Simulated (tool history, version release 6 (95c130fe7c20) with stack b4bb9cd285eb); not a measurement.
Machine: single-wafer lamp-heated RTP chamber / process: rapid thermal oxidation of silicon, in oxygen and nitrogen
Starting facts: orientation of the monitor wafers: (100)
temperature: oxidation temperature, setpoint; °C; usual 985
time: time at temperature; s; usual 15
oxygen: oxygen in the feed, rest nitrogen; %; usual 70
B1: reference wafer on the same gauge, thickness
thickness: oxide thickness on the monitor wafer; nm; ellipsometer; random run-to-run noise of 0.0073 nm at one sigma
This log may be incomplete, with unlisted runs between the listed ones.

{"run": 1, "day": 0.0, "temperature": 985, "time": 15, "oxygen": 70, "B1": 3.099, "thickness": 2.668}
{"run": 2, "day": 1.542, "temperature": 985, "time": 15, "oxygen": 70, "B1": 3.091, "thickness": 2.663}
{"run": 3, "day": 2.838, "temperature": 985, "time": 15, "oxygen": 70, "B1": 3.084, "thickness": 2.659}
{"run": 4, "day": 5.342, "temperature": 985, "time": 15, "oxygen": 61, "B1": 3.073, "thickness": 2.583}
{"run": 5, "day": 8.312, "temperature": 985, "time": 15, "oxygen": 61, "B1": 3.062, "thickness": 2.571}
{"run": 6, "day": 10.671, "temperature": 985, "time": 15, "oxygen": 70, "B1": 3.058, "thickness": 2.644}
{"run": 7, "day": 12.475, "temperature": 985, "time": 15, "oxygen": 70, "B1": 3.054, "thickness": 2.636}
{"run": 8, "day": 13.533, "temperature": 985, "time": 15, "oxygen": 70, "B1": 3.048, "thickness": 2.636}
{"run": 9, "day": 15.617, "temperature": 985, "time": 18, "oxygen": 70, "B1": 3.045, "thickness": 2.788}
{"run": 10, "day": 16.754, "temperature": 985, "time": 18, "oxygen": 70, "B1": 3.047, "thickness": 2.779}
{"day": 17.667, "done": "oxygen flow controller replaced"}
{"run": 11, "day": 18.55, "temperature": 985, "time": 15, "oxygen": 70, "B1": 3.044, "thickness": 2.633}
{"run": 12, "day": 19.604, "temperature": 985, "time": 15, "oxygen": 70, "B1": 3.042, "thickness": 2.619}
{"run": 13, "day": 22.358, "temperature": 969, "time": 8, "oxygen": 83, "B1": 3.041, "thickness": 2.173}
{"run": 14, "day": 23.375, "temperature": 985, "time": 15, "oxygen": 70, "B1": 3.038, "thickness": 2.635}
{"run": 15, "day": 24.458, "temperature": 1007, "time": 12, "oxygen": 51, "B1": 3.038, "thickness": 2.567}
{"run": 16, "day": 25.908, "temperature": 997, "time": 15, "oxygen": 70, "B1": 3.038, "thickness": 2.784}
{"run": 17, "day": 28.204, "temperature": 997, "time": 15, "oxygen": 70, "B1": 3.034, "thickness": 2.8}
{"day": 28.558, "done": "pyrometer window cleaned and pyrometer calibrated"}
{"day": 28.896, "done": "gauge calibrated"}
{"run": 18, "day": 31.142, "temperature": 993, "time": 15, "oxygen": 42, "B1": 3.103, "thickness": 2.493}
{"run": 19, "day": 32.329, "temperature": 996, "time": 20, "oxygen": 88, "B1": 3.096, "thickness": 3.316}
{"run": 20, "day": 34.175, "temperature": 985, "time": 18, "oxygen": 70, "B1": 3.088, "thickness": 2.811}
{"run": 21, "day": 36.388, "temperature": 1009, "time": 20, "oxygen": 79, "B1": 3.079, "thickness": 3.465}
{"run": 22, "day": 37.488, "temperature": 972, "time": 15, "oxygen": 41, "B1": 3.076, "thickness": 2.289}
{"run": 23, "day": 39.008, "temperature": 999, "time": 15, "oxygen": 70, "B1": 3.071, "thickness": 2.867}

Branching from run 23: 3 alternative next runs. What would each branch give?
{"run": "A", "day": 39.029, "temperature": 985, "time": 12, "oxygen": 70, "B1": "?", "thickness": "?"}
{"run": "B", "day": 39.029, "temperature": 985, "time": 9, "oxygen": 70, "B1": "?", "thickness": "?"}
{"run": "C", "day": 39.029, "temperature": 965, "time": 15, "oxygen": 70, "B1": "?", "thickness": "?"}

run=A B1=3.073 thickness=2.496
run=B B1=3.073 thickness=2.33
run=C B1=3.073 thickness=2.422
Without the tool's hidden state the same runs would have given:
run=A thickness=2.535
run=B thickness=2.367
run=C thickness=2.46
